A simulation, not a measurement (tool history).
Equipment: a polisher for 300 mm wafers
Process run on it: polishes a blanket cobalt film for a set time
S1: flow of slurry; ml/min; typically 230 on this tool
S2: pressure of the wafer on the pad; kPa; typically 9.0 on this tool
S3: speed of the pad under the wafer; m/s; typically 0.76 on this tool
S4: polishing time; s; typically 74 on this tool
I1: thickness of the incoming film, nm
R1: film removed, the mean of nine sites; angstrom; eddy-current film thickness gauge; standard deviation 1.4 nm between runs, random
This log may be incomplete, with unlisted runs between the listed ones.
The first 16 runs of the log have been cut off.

run     day   S1    S2    S3  S4     I1    R1
 17  15.525  230   9.0  0.76  74  694.1  1848
     17.212  -- worn pad replaced by a new one
 18  19.704  185   5.5  0.76  74  688.7  1176
 19  21.088  230   7.6  0.76  54  703.3  1151
 20  21.738  230  11.7  0.76  74  692.7  2292
 21  22.254  230   6.2  0.68  74  694.5  1216
 22  23.296  160   9.0  0.98  74  690.1  2102
     23.529  -- head pressure recalibrated
 23  24.267  230   9.0  0.58  74  678.6  1436
     25.425  -- worn pad replaced by a new one
 24  25.917  185   9.0  0.76  74  680.9  1719
 25  26.746  160  10.3  0.76  74  692.5  1878
     27.988  -- slurry nozzle cleaned
 26  28.204  190  11.0  0.76  74  691.4  2219
 27  28.921  230   9.0  0.76  74  691.2  1892
 28  29.575  230   9.0  0.76  74  686.5  1872
 29  30.442  190   7.6  0.98  67  687.4  1816
 30  31.904  295  11.0  0.88  52  678.2  1847
     33.058  -- worn pad replaced by a new one
 31  33.300  160   9.0  0.76  74  688.4  1777
 32  34.096  230   9.0  0.76  74  687.9  1902
 33  34.788  230   7.6  0.76  54  690.1  1180
 34  35.725  155   9.0  0.64  88  682.2  1809
 35  36.612  230  11.0  0.76  74  694.8  2234
 36  37.658  295   9.0  0.76  67  692.4  1744

Below are 5 alternative next runs, each starting from the tool's condition after run 36. Predict each:
  A  37.675  230   9.0  0.76  74  694.2   ?
  B  37.675  275   9.0  0.76  59  694.2   ?
  C  37.675  230   9.0  0.76  52  694.2   ?
  D  37.675  260   9.0  0.64  63  694.2   ?
  E  37.675  155  12.4  0.54  74  694.2   ?

run    R1
  A  1887
  B  1537
  C  1326
  D  1402
  E  1737
What these runs would have given with no unlogged condition in the tool:
run    R1
  A  1900
  B  1546
  C  1335
  D  1411
  E  1756
